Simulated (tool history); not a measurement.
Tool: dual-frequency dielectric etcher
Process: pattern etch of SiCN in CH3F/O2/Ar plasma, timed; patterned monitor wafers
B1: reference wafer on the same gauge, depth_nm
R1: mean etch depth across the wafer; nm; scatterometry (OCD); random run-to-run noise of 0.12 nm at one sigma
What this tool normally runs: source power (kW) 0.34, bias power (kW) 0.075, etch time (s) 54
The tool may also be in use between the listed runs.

{"run": 1, "hour": 0.0, "source power (kW)": 0.34, "bias power (kW)": 0.075, "etch time (s)": 54, "B1": 18.31, "R1": 20.17}
{"run": 2, "hour": 9.9, "source power (kW)": 0.34, "bias power (kW)": 0.075, "etch time (s)": 54, "B1": 18.31, "R1": 19.99}
{"run": 3, "hour": 20.3, "source power (kW)": 0.34, "bias power (kW)": 0.075, "etch time (s)": 54, "B1": 18.31, "R1": 20.44}
{"run": 4, "hour": 34.6, "source power (kW)": 0.34, "bias power (kW)": 0.075, "etch time (s)": 54, "B1": 18.29, "R1": 20.37}
{"run": 5, "hour": 49.1, "source power (kW)": 0.34, "bias power (kW)": 0.075, "etch time (s)": 54, "B1": 18.34, "R1": 20.16}
{"run": 6, "hour": 65.4, "source power (kW)": 0.34, "bias power (kW)": 0.075, "etch time (s)": 54, "B1": 18.32, "R1": 20.44}
{"run": 7, "hour": 77.6, "source power (kW)": 0.34, "bias power (kW)": 0.075, "etch time (s)": 54, "B1": 18.35, "R1": 20.27}
{"run": 8, "hour": 91.4, "source power (kW)": 0.36, "bias power (kW)": 0.068, "etch time (s)": 54, "B1": 18.29, "R1": 20.09}
{"hour": 102.6, "done": "source power generator calibrated"}
{"run": 9, "hour": 103.2, "source power (kW)": 0.36, "bias power (kW)": 0.068, "etch time (s)": 54, "B1": 18.29, "R1": 20.43}
{"hour": 133.9, "done": "upper electrode replaced"}
{"run": 10, "hour": 134.4, "source power (kW)": 0.36, "bias power (kW)": 0.068, "etch time (s)": 54, "B1": 18.26, "R1": 20.5}
{"run": 11, "hour": 134.7, "source power (kW)": 0.34, "bias power (kW)": 0.075, "etch time (s)": 54, "B1": 18.28, "R1": 20.55}
{"run": 12, "hour": 148.4, "source power (kW)": 0.34, "bias power (kW)": 0.075, "etch time (s)": 54, "B1": 18.32, "R1": 20.49}
{"hour": 153.2, "done": "gauge calibrated"}
{"run": 13, "hour": 155.6, "source power (kW)": 0.34, "bias power (kW)": 0.075, "etch time (s)": 54, "B1": 18.3, "R1": 20.36}
{"run": 14, "hour": 173.0, "source power (kW)": 0.41, "bias power (kW)": 0.083, "etch time (s)": 54, "B1": 18.3, "R1": 23.18}
{"run": 15, "hour": 184.6, "source power (kW)": 0.34, "bias power (kW)": 0.059, "etch time (s)": 63, "B1": 18.29, "R1": 22.06}
{"hour": 219.4, "done": "wet clean of the chamber"}
{"hour": 219.5, "done": "bias power generator calibrated"}
{"run": 16, "hour": 219.9, "source power (kW)": 0.29, "bias power (kW)": 0.094, "etch time (s)": 54, "B1": 18.28, "R1": 19.86}
{"run": 17, "hour": 220.2, "source power (kW)": 0.29, "bias power (kW)": 0.094, "etch time (s)": 54, "B1": 18.26, "R1": 19.58}
{"run": 18, "hour": 220.6, "source power (kW)": 0.29, "bias power (kW)": 0.094, "etch time (s)": 54, "B1": 18.29, "R1": 19.77}
{"run": 19, "hour": 221.8, "source power (kW)": 0.41, "bias power (kW)": 0.086, "etch time (s)": 59, "B1": 18.31, "R1": 25.1}
{"run": 20, "hour": 235.3, "source power (kW)": 0.36, "bias power (kW)": 0.068, "etch time (s)": 54, "B1": 18.29, "R1": 19.64}
{"run": 21, "hour": 249.6, "source power (kW)": 0.37, "bias power (kW)": 0.075, "etch time (s)": 54, "B1": 18.32, "R1": 20.66}
{"run": 22, "hour": 261.3, "source power (kW)": 0.34, "bias power (kW)": 0.075, "etch time (s)": 54, "B1": 18.34, "R1": 19.92}
{"run": 23, "hour": 274.0, "source power (kW)": 0.34, "bias power (kW)": 0.075, "etch time (s)": 54, "B1": 18.32, "R1": 20}
{"run": 24, "hour": 283.6, "source power (kW)": 0.34, "bias power (kW)": 0.08, "etch time (s)": 38, "B1": 18.31, "R1": 14.28}
{"run": 25, "hour": 291.7, "source power (kW)": 0.34, "bias power (kW)": 0.085, "etch time (s)": 54, "B1": 18.29, "R1": 20.67}
{"run": 26, "hour": 302.3, "source power (kW)": 0.38, "bias power (kW)": 0.075, "etch time (s)": 54, "B1": 18.34, "R1": 21.06}
{"run": 27, "hour": 314.2, "source power (kW)": 0.41, "bias power (kW)": 0.081, "etch time (s)": 47.5, "B1": 18.33, "R1": 19.99}

5 ways to go on from here, each from the tool as it stands after run 27. What would each give?
{"run": "A", "hour": 314.6, "source power (kW)": 0.34, "bias power (kW)": 0.075, "etch time (s)": 65, "B1": "?", "R1": "?"}
{"run": "B", "hour": 314.6, "source power (kW)": 0.41, "bias power (kW)": 0.075, "etch time (s)": 65, "B1": "?", "R1": "?"}
{"run": "C", "hour": 314.6, "source power (kW)": 0.34, "bias power (kW)": 0.069, "etch time (s)": 41.5, "B1": "?", "R1": "?"}
{"run": "D", "hour": 314.6, "source power (kW)": 0.28, "bias power (kW)": 0.059, "etch time (s)": 54, "B1": "?", "R1": "?"}
{"run": "E", "hour": 314.6, "source power (kW)": 0.28, "bias power (kW)": 0.09, "etch time (s)": 64.5, "B1": "?", "R1": "?"}

run=A B1=18.31 R1=23.94
run=B B1=18.31 R1=26.34
run=C B1=18.31 R1=14.86
run=D B1=18.31 R1=16.48
run=E B1=18.31 R1=22.8
With the hidden condition removed and each run's random variation left untouched, the same runs would have given:
run=A R1=23.79
run=B R1=26.17
run=C R1=14.76
run=D R1=16.37
run=E R1=22.65

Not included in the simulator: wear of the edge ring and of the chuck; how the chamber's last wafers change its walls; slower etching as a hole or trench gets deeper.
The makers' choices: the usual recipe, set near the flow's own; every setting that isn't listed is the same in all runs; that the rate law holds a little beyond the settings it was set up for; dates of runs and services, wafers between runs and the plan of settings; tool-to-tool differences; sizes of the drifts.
